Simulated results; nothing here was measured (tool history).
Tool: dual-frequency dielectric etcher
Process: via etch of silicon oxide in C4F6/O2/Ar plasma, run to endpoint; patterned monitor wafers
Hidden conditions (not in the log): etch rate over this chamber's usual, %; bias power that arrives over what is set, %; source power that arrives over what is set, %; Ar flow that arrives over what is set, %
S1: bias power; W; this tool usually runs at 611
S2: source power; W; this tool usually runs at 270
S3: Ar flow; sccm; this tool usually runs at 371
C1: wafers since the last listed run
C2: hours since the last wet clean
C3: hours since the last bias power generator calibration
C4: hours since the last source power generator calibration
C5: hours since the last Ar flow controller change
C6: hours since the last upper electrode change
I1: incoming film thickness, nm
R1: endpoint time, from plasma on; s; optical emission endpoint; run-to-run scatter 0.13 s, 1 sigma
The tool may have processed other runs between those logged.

{"run": 1, "hour": 0.0, "S1": 611, "S2": 270, "S3": 371, "C1": 0, "C2": 439.9, "C3": 3948.7, "C4": 2671.2, "C5": 1462.5, "C6": 1259.3, "I1": 177.6, "R1": 40.7}
{"hour": 68.5, "done": "wet clean of the chamber"}
{"run": 2, "hour": 107.0, "S1": 611, "S2": 270, "S3": 371, "C1": 926, "C2": 38.5, "C3": 4055.7, "C4": 2778.2, "C5": 1569.5, "C6": 1366.3, "I1": 178.8, "R1": 42.2}
{"run": 3, "hour": 210.9, "S1": 611, "S2": 270, "S3": 371, "C1": 1160, "C2": 142.4, "C3": 4159.6, "C4": 2882.1, "C5": 1673.4, "C6": 1470.2, "I1": 176.8, "R1": 41.4}
{"run": 4, "hour": 266.4, "S1": 611, "S2": 270, "S3": 371, "C1": 619, "C2": 197.9, "C3": 4215.1, "C4": 2937.6, "C5": 1728.9, "C6": 1525.7, "I1": 177, "R1": 41.4}
{"run": 5, "hour": 306.5, "S1": 611, "S2": 290, "S3": 371, "C1": 447, "C2": 238, "C3": 4255.2, "C4": 2977.7, "C5": 1769, "C6": 1565.8, "I1": 179.4, "R1": 40.9}
{"run": 6, "hour": 391.8, "S1": 611, "S2": 290, "S3": 371, "C1": 952, "C2": 323.3, "C3": 4340.5, "C4": 3063, "C5": 1854.3, "C6": 1651.1, "I1": 176.9, "R1": 39.9}
{"hour": 413.8, "done": "bias power generator calibrated"}
{"run": 7, "hour": 448.9, "S1": 611, "S2": 270, "S3": 302, "C1": 593, "C2": 380.4, "C3": 35.1, "C4": 3120.1, "C5": 1911.4, "C6": 1708.2, "I1": 177.2, "R1": 40.1}
{"hour": 559.8, "done": "wet clean of the chamber"}
{"run": 8, "hour": 681.3, "S1": 611, "S2": 270, "S3": 302, "C1": 2327, "C2": 121.5, "C3": 267.5, "C4": 3352.5, "C5": 2143.8, "C6": 1940.6, "I1": 174.9, "R1": 40.1}
{"hour": 706.1, "done": "source power generator calibrated"}
{"run": 9, "hour": 718.6, "S1": 611, "S2": 270, "S3": 302, "C1": 371, "C2": 158.8, "C3": 304.8, "C4": 12.5, "C5": 2181.1, "C6": 1977.9, "I1": 176, "R1": 40.9}
{"run": 10, "hour": 819.0, "S1": 611, "S2": 270, "S3": 371, "C1": 1121, "C2": 259.2, "C3": 405.2, "C4": 112.9, "C5": 2281.5, "C6": 2078.3, "I1": 176.2, "R1": 41.7}
{"run": 11, "hour": 915.6, "S1": 654, "S2": 220, "S3": 427, "C1": 1078, "C2": 355.8, "C3": 501.8, "C4": 209.5, "C5": 2378.1, "C6": 2174.9, "I1": 178.4, "R1": 44.7}
{"run": 12, "hour": 971.9, "S1": 563, "S2": 320, "S3": 371, "C1": 628, "C2": 412.1, "C3": 558.1, "C4": 265.8, "C5": 2434.4, "C6": 2231.2, "I1": 177, "R1": 40.6}
{"run": 13, "hour": 1020.7, "S1": 552, "S2": 270, "S3": 371, "C1": 545, "C2": 460.9, "C3": 606.9, "C4": 314.6, "C5": 2483.2, "C6": 2280, "I1": 176.2, "R1": 43}
{"hour": 1078.5, "done": "upper electrode replaced"}
{"run": 14, "hour": 1083.2, "S1": 685, "S2": 200, "S3": 446, "C1": 429, "C2": 523.4, "C3": 669.4, "C4": 377.1, "C5": 2545.7, "C6": 4.7, "I1": 178.1, "R1": 44.8}
{"run": 15, "hour": 1131.8, "S1": 557, "S2": 270, "S3": 415, "C1": 542, "C2": 572, "C3": 718, "C4": 425.7, "C5": 2594.3, "C6": 53.3, "I1": 176.4, "R1": 43.3}
{"hour": 1169.7, "done": "wet clean of the chamber"}
{"run": 16, "hour": 1177.0, "S1": 611, "S2": 320, "S3": 410, "C1": 236, "C2": 7.3, "C3": 763.2, "C4": 470.9, "C5": 2639.5, "C6": 98.5, "I1": 177.7, "R1": 40.7}
{"run": 17, "hour": 1273.3, "S1": 716, "S2": 270, "S3": 455, "C1": 1075, "C2": 103.6, "C3": 859.5, "C4": 567.2, "C5": 2735.8, "C6": 194.8, "I1": 178.9, "R1": 40.7}
{"hour": 1320.2, "done": "Ar flow controller replaced"}
{"run": 18, "hour": 1372.2, "S1": 611, "S2": 270, "S3": 371, "C1": 1037, "C2": 202.5, "C3": 958.4, "C4": 666.1, "C5": 52, "C6": 293.7, "I1": 177.4, "R1": 42.2}
{"run": 19, "hour": 1479.1, "S1": 611, "S2": 270, "S3": 415, "C1": 1193, "C2": 309.4, "C3": 1065.3, "C4": 773, "C5": 158.9, "C6": 400.6, "I1": 177.8, "R1": 42.6}
{"run": 20, "hour": 1533.5, "S1": 544, "S2": 270, "S3": 463, "C1": 607, "C2": 363.8, "C3": 1119.7, "C4": 827.4, "C5": 213.3, "C6": 455, "I1": 178.1, "R1": 45.2}
{"run": 21, "hour": 1582.5, "S1": 611, "S2": 270, "S3": 371, "C1": 547, "C2": 412.8, "C3": 1168.7, "C4": 876.4, "C5": 262.3, "C6": 504, "I1": 175.1, "R1": 41.1}
{"run": 22, "hour": 1651.6, "S1": 611, "S2": 320, "S3": 410, "C1": 771, "C2": 481.9, "C3": 1237.8, "C4": 945.5, "C5": 331.4, "C6": 573.1, "I1": 176.9, "R1": 39.1}
{"hour": 1705.6, "done": "wet clean of the chamber"}
{"run": 23, "hour": 1706.1, "S1": 564, "S2": 290, "S3": 312, "C1": 340, "C2": 0.5, "C3": 1292.3, "C4": 1000, "C5": 385.9, "C6": 627.6, "I1": 175.9, "R1": 42}
{"run": 24, "hour": 1799.3, "S1": 758, "S2": 320, "S3": 310, "C1": 1040, "C2": 93.7, "C3": 1385.5, "C4": 1093.2, "C5": 479.1, "C6": 720.8, "I1": 175.1, "R1": 35.2}
{"run": 25, "hour": 1900.1, "S1": 472, "S2": 270, "S3": 371, "C1": 1125, "C2": 194.5, "C3": 1486.3, "C4": 1194, "C5": 579.9, "C6": 821.6, "I1": 178, "R1": 47.4}
{"run": 26, "hour": 2006.9, "S1": 552, "S2": 270, "S3": 371, "C1": 1192, "C2": 301.3, "C3": 1593.1, "C4": 1300.8, "C5": 686.7, "C6": 928.4, "I1": 175.9, "R1": 43.6}
{"run": 27, "hour": 2053.5, "S1": 508, "S2": 300, "S3": 336, "C1": 520, "C2": 347.9, "C3": 1639.7, "C4": 1347.4, "C5": 733.3, "C6": 975, "I1": 177.6, "R1": 43.4}
{"run": 28, "hour": 2160.1, "S1": 611, "S2": 310, "S3": 371, "C1": 1190, "C2": 454.5, "C3": 1746.3, "C4": 1454, "C5": 839.9, "C6": 1081.6, "I1": 178.8, "R1": 39.8}

Selected run-to-run steps in R1, each split into two signed amounts: the part the tool would show with no hidden state at all (from settings, incoming material and random variation), and the remainder, which goes to the hidden state together with any gauge scatter not common to the measured and the hidden-state-free results:
Run 15 -> 16: S1 557 -> 611, S2 270 -> 320, S3 415 -> 410, wet clean of the chamber. R1 -2.6 s: hidden state +1.4, all else -4.
Run 22 -> 23: S1 611 -> 564, S2 320 -> 290, S3 410 -> 312, wet clean of the chamber. R1 +2.9 s: hidden state +1.2, all else +1.7.
Run 23 -> 24: S1 564 -> 758, S2 290 -> 320, S3 312 -> 310. R1 -6.8 s: hidden state -0.2, all else -6.6.
Run 24 -> 25: S1 758 -> 472, S2 320 -> 270, S3 310 -> 371. R1 +12.2 s: hidden state -0.4, all else +12.6.
